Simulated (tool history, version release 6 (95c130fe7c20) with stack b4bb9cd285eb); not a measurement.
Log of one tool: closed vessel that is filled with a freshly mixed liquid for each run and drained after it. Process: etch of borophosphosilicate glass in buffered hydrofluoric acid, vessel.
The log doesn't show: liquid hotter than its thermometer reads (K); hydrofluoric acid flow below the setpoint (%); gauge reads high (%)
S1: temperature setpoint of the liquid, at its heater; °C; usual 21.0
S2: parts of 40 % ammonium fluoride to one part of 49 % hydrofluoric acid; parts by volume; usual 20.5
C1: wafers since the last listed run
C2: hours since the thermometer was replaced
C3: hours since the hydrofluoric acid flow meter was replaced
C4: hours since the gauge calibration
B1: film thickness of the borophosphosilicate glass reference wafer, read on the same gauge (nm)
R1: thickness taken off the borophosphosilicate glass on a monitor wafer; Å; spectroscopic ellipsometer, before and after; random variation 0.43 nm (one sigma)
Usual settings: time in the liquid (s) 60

run 1 hour=0.0 | S1=21.0 S2=20.5 time_in_the_liquid_(s)=85 | C1=0 C2=526.2 C3=1509.2 C4=1414.1 | B1=100.01 | R1=1054.0
run 2 hour=58.7 | S1=21.0 S2=20.5 time_in_the_liquid_(s)=85 | C1=5823 C2=584.9 C3=1567.9 C4=1472.8 | B1=99.98 | R1=1046.0
run 3 hour=105.0 | S1=21.0 S2=20.5 time_in_the_liquid_(s)=60 | C1=4593 C2=631.2 C3=1614.2 C4=1519.1 | B1=100.00 | R1=733.9
run 4 hour=157.5 | S1=21.0 S2=20.5 time_in_the_liquid_(s)=60 | C1=5208 C2=683.7 C3=1666.7 C4=1571.6 | B1=100.01 | R1=740.3
run 5 hour=199.4 | S1=21.0 S2=20.5 time_in_the_liquid_(s)=60 | C1=4156 C2=725.6 C3=1708.6 C4=1613.5 | B1=99.97 | R1=731.8
run 6 hour=236.9 | S1=21.0 S2=20.5 time_in_the_liquid_(s)=60 | C1=3720 C2=763.1 C3=1746.1 C4=1651.0 | B1=99.97 | R1=741.4
run 7 hour=263.6 | S1=21.0 S2=20.5 time_in_the_liquid_(s)=60 | C1=2648 C2=789.8 C3=1772.8 C4=1677.7 | B1=99.94 | R1=735.2
run 8 hour=289.3 | S1=21.0 S2=20.5 time_in_the_liquid_(s)=60 | C1=2549 C2=815.5 C3=1798.5 C4=1703.4 | B1=99.98 | R1=738.4
run 9 hour=316.3 | S1=21.0 S2=24.0 time_in_the_liquid_(s)=60 | C1=2678 C2=842.5 C3=1825.5 C4=1730.4 | B1=100.01 | R1=664.1
run 10 hour=461.1 | S1=24.5 S2=20.5 time_in_the_liquid_(s)=60 | C1=14365 C2=987.3 C3=1970.3 C4=1875.2 | B1=99.99 | R1=896.9
-- hour=521.0 gauge calibrated
run 11 hour=530.8 | S1=21.0 S2=16.0 time_in_the_liquid_(s)=40 | C1=6914 C2=1057.0 C3=2040.0 C4=9.8 | B1=100.02 | R1=604.9
run 12 hour=588.3 | S1=21.0 S2=20.5 time_in_the_liquid_(s)=60 | C1=5704 C2=1114.5 C3=2097.5 C4=67.3 | B1=100.02 | R1=736.4
-- hour=610.0 hydrofluoric acid flow meter replaced
run 13 hour=628.8 | S1=17.0 S2=15.5 time_in_the_liquid_(s)=85 | C1=3918 C2=1155.0 C3=18.8 C4=107.8 | B1=100.05 | R1=1202.7
run 14 hour=661.6 | S1=21.0 S2=14.0 time_in_the_liquid_(s)=60 | C1=3253 C2=1187.8 C3=51.6 C4=140.6 | B1=100.02 | R1=1158.3
run 15 hour=688.7 | S1=17.0 S2=15.5 time_in_the_liquid_(s)=85 | C1=2688 C2=1214.9 C3=78.7 C4=167.7 | B1=100.01 | R1=1194.0
run 16 hour=725.2 | S1=17.0 S2=20.5 time_in_the_liquid_(s)=40 | C1=3621 C2=1251.4 C3=115.2 C4=204.2 | B1=100.00 | R1=429.5
run 17 hour=751.6 | S1=21.0 S2=20.5 time_in_the_liquid_(s)=60 | C1=2619 C2=1277.8 C3=141.6 C4=230.6 | B1=99.98 | R1=799.9
run 18 hour=781.6 | S1=18.0 S2=20.5 time_in_the_liquid_(s)=60 | C1=2976 C2=1307.8 C3=171.6 C4=260.6 | B1=100.02 | R1=686.8
run 19 hour=811.7 | S1=18.5 S2=27.5 time_in_the_liquid_(s)=90 | C1=2986 C2=1337.9 C3=201.7 C4=290.7 | B1=99.99 | R1=857.9
run 20 hour=868.0 | S1=23.0 S2=12.5 time_in_the_liquid_(s)=45 | C1=5585 C2=1394.2 C3=258.0 C4=347.0 | B1=100.06 | R1=1074.0
-- hour=872.2 thermometer replaced
run 21 hour=925.6 | S1=17.0 S2=20.5 time_in_the_liquid_(s)=60 | C1=5615 C2=53.4 C3=315.6 C4=404.6 | B1=100.02 | R1=600.1
run 22 hour=997.5 | S1=21.0 S2=20.5 time_in_the_liquid_(s)=60 | C1=7132 C2=125.3 C3=387.5 C4=476.5 | B1=100.04 | R1=757.8
run 23 hour=1053.9 | S1=21.0 S2=20.5 time_in_the_liquid_(s)=45 | C1=5595 C2=181.7 C3=443.9 C4=532.9 | B1=99.95 | R1=570.5
run 24 hour=1121.7 | S1=21.0 S2=20.5 time_in_the_liquid_(s)=40 | C1=6726 C2=249.5 C3=511.7 C4=600.7 | B1=99.98 | R1=506.3
run 25 hour=1147.4 | S1=23.5 S2=27.5 time_in_the_liquid_(s)=30 | C1=2549 C2=275.2 C3=537.4 C4=626.4 | B1=99.96 | R1=349.9
run 26 hour=1203.6 | S1=21.0 S2=20.5 time_in_the_liquid_(s)=60 | C1=5575 C2=331.4 C3=593.6 C4=682.6 | B1=100.03 | R1=754.2
run 27 hour=1255.6 | S1=17.5 S2=20.5 time_in_the_liquid_(s)=60 | C1=5158 C2=383.4 C3=645.6 C4=734.6 | B1=100.00 | R1=619.8
run 28 hour=1317.9 | S1=22.5 S2=23.0 time_in_the_liquid_(s)=50 | C1=6180 C2=445.7 C3=707.9 C4=796.9 | B1=100.02 | R1=633.8
run 29 hour=1377.7 | S1=18.0 S2=18.5 time_in_the_liquid_(s)=30 | C1=5932 C2=505.5 C3=767.7 C4=856.7 | B1=100.01 | R1=344.8
run 30 hour=1432.1 | S1=21.0 S2=20.5 time_in_the_liquid_(s)=60 | C1=5396 C2=559.9 C3=822.1 C4=911.1 | B1=100.02 | R1=757.6

5 ways to go on from here, each from the tool as it stands after run 30. What would each give?
run A hour=1432.8 | S1=21.0 S2=20.5 time_in_the_liquid_(s)=60 | C1=69 C2=560.6 C3=822.8 C4=911.8 | B1=? | R1=?
run B hour=1432.8 | S1=21.0 S2=22.5 time_in_the_liquid_(s)=80 | C1=69 C2=560.6 C3=822.8 C4=911.8 | B1=? | R1=?
run C hour=1432.8 | S1=21.0 S2=27.0 time_in_the_liquid_(s)=60 | C1=69 C2=560.6 C3=822.8 C4=911.8 | B1=? | R1=?
run D hour=1432.8 | S1=19.5 S2=24.0 time_in_the_liquid_(s)=45 | C1=69 C2=560.6 C3=822.8 C4=911.8 | B1=? | R1=?
run E hour=1432.8 | S1=21.0 S2=27.5 time_in_the_liquid_(s)=60 | C1=69 C2=560.6 C3=822.8 C4=911.8 | B1=? | R1=?

run=A B1=99.98 R1=755.8
run=B B1=99.98 R1=944.8
run=C B1=99.98 R1=624.5
run=D B1=99.98 R1=467.7
run=E B1=99.98 R1=616.6
Without the tool's hidden state the same runs would have given:
run=A R1=754.9
run=B R1=943.7
run=C R1=623.7
run=D R1=467.0
run=E R1=615.9

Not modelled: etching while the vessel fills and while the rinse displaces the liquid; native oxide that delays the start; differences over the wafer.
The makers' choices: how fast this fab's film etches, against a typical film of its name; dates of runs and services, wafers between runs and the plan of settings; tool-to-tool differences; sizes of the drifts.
